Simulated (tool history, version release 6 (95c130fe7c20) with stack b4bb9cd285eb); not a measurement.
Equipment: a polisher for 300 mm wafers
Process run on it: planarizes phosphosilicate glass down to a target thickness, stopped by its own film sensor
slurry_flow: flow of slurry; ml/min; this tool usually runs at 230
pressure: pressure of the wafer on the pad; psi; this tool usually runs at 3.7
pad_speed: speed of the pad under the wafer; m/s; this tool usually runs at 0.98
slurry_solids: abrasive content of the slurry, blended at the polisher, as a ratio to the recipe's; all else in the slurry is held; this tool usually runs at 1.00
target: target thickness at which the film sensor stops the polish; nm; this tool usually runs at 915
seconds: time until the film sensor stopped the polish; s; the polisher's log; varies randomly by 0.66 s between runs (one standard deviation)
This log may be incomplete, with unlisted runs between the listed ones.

| run | hour | slurry_flow | pressure | pad_speed | slurry_solids | target | wafers since the last listed run | wafers polished on this pad | hours since the slurry nozzle was cleaned | hours since the head pressure was calibrated | hours since the slurry blender was calibrated | hours since the conditioning disc was replaced | incoming thickness of the incoming film, nm | seconds |
|---|---|---|---|---|---|---|---|---|---|---|---|---|---|---|
| 1 | 0.0 | 230 | 3.7 | 0.98 | 1.00 | 915 | 0 | 520 | 54.6 | 69.4 | 86.6 | 154.1 | 1556.6 | 70.2 |
| 2 | 11.9 | 230 | 3.7 | 0.98 | 1.00 | 915 | 149 | 670 | 66.5 | 81.3 | 98.5 | 166.0 | 1560.5 | 71.2 |
|  | 15.5 | slurry blender recalibrated |
| 3 | 27.2 | 230 | 3.7 | 0.98 | 1.00 | 915 | 167 | 837 | 81.8 | 96.6 | 11.7 | 181.3 | 1548.1 | 62.3 |
| 4 | 42.0 | 175 | 3.7 | 1.12 | 1.00 | 915 | 186 | 1024 | 96.6 | 111.4 | 26.5 | 196.1 | 1572.0 | 63.5 |
|  | 50.5 | worn pad replaced by a new one |
| 5 | 57.7 | 175 | 3.7 | 1.12 | 1.00 | 915 | 147 | 90 | 112.3 | 127.1 | 42.2 | 211.8 | 1563.4 | 64.4 |
| 6 | 67.9 | 230 | 3.7 | 0.98 | 1.00 | 915 | 128 | 219 | 122.5 | 137.3 | 52.4 | 222.0 | 1552.2 | 64.7 |
| 7 | 81.7 | 230 | 3.7 | 0.98 | 1.00 | 915 | 173 | 393 | 136.3 | 151.1 | 66.2 | 235.8 | 1537.3 | 66.0 |
| 8 | 99.3 | 230 | 3.7 | 0.98 | 1.00 | 915 | 221 | 614 | 153.9 | 168.7 | 83.8 | 253.4 | 1541.3 | 67.3 |
|  | 106.6 | slurry blender recalibrated |
| 9 | 110.6 | 230 | 3.7 | 0.98 | 1.00 | 915 | 117 | 732 | 165.2 | 180.0 | 4.0 | 264.7 | 1574.3 | 63.6 |
| 10 | 118.4 | 190 | 3.7 | 1.30 | 1.00 | 915 | 98 | 830 | 173.0 | 187.8 | 11.8 | 272.5 | 1517.4 | 52.7 |
|  | 126.1 | conditioning disc replaced and pad reconditioned |
|  | 131.2 | worn pad replaced by a new one |
| 11 | 131.7 | 165 | 3.7 | 0.98 | 1.00 | 915 | 91 | 6 | 186.3 | 201.1 | 25.1 | 5.6 | 1562.1 | 69.0 |
| 12 | 146.3 | 230 | 3.7 | 1.10 | 1.00 | 915 | 183 | 190 | 200.9 | 215.7 | 39.7 | 20.2 | 1573.5 | 63.8 |
| 13 | 163.8 | 230 | 3.7 | 0.98 | 1.00 | 915 | 220 | 410 | 218.4 | 233.2 | 57.2 | 37.7 | 1545.9 | 65.4 |
| 14 | 170.0 | 230 | 4.3 | 0.90 | 1.00 | 978 | 78 | 489 | 224.6 | 239.4 | 63.4 | 43.9 | 1572.5 | 56.3 |
| 15 | 180.5 | 230 | 3.7 | 0.98 | 1.00 | 915 | 132 | 621 | 235.1 | 249.9 | 73.9 | 54.4 | 1568.8 | 69.7 |
| 16 | 191.7 | 265 | 3.7 | 1.20 | 1.15 | 915 | 141 | 762 | 246.3 | 261.1 | 85.1 | 65.6 | 1533.8 | 54.6 |
|  | 200.9 | slurry nozzle cleaned |
| 17 | 201.4 | 300 | 3.7 | 1.32 | 1.00 | 915 | 109 | 871 | 0.5 | 270.8 | 94.8 | 75.3 | 1546.0 | 57.0 |
| 18 | 213.7 | 230 | 3.7 | 0.98 | 1.00 | 915 | 154 | 1026 | 12.8 | 283.1 | 107.1 | 87.6 | 1529.3 | 67.0 |
|  | 221.3 | slurry blender recalibrated |
|  | 222.2 | head pressure recalibrated |
|  | 226.6 | worn pad replaced by a new one |
| 19 | 227.1 | 230 | 3.7 | 1.16 | 0.70 | 915 | 81 | 5 | 26.2 | 4.9 | 5.8 | 101.0 | 1524.7 | 69.3 |
| 20 | 238.4 | 230 | 3.7 | 0.98 | 1.00 | 915 | 142 | 148 | 37.5 | 16.2 | 17.1 | 112.3 | 1549.0 | 64.2 |
| 21 | 246.3 | 230 | 3.7 | 0.72 | 0.75 | 915 | 99 | 247 | 45.4 | 24.1 | 25.0 | 120.2 | 1567.4 | 91.9 |
| 22 | 255.3 | 175 | 3.7 | 0.98 | 1.00 | 791 | 113 | 361 | 54.4 | 33.1 | 34.0 | 129.2 | 1568.3 | 82.3 |
| 23 | 271.4 | 175 | 3.7 | 0.98 | 1.00 | 791 | 202 | 563 | 70.5 | 49.2 | 50.1 | 145.3 | 1564.8 | 83.9 |
| 24 | 285.4 | 185 | 2.9 | 0.88 | 1.00 | 1005 | 176 | 740 | 84.5 | 63.2 | 64.1 | 159.3 | 1570.8 | 83.2 |
| 25 | 295.6 | 205 | 3.7 | 0.98 | 1.00 | 915 | 128 | 868 | 94.7 | 73.4 | 74.3 | 169.5 | 1528.4 | 66.8 |
|  | 320.1 | worn pad replaced by a new one |
|  | 330.3 | slurry blender recalibrated |
| 26 | 335.3 | 180 | 2.5 | 1.30 | 1.00 | 915 | 424 | 166 | 134.4 | 113.1 | 5.0 | 209.2 | 1549.3 | 82.5 |

What if the next run were any one of these 3? Each begins from the tool's condition after run 26:
| A | 335.7 | 230 | 3.7 | 0.98 | 1.00 | 915 | 5 | 171 | 134.8 | 113.5 | 5.4 | 209.6 | 1574.9 | ? |
| B | 335.7 | 230 | 2.8 | 0.84 | 1.00 | 1054 | 5 | 171 | 134.8 | 113.5 | 5.4 | 209.6 | 1574.9 | ? |
| C | 335.7 | 230 | 3.3 | 0.98 | 1.00 | 915 | 5 | 171 | 134.8 | 113.5 | 5.4 | 209.6 | 1574.9 | ? |

| run | seconds |
|---|---|
| A | 63.9 |
| B | 72.1 |
| C | 71.7 |
Take away the tool's hidden state, keep each run's random variation, and the runs would have read:
| run | seconds |
|---|---|
| A | 62.8 |
| B | 70.8 |
| C | 70.4 |

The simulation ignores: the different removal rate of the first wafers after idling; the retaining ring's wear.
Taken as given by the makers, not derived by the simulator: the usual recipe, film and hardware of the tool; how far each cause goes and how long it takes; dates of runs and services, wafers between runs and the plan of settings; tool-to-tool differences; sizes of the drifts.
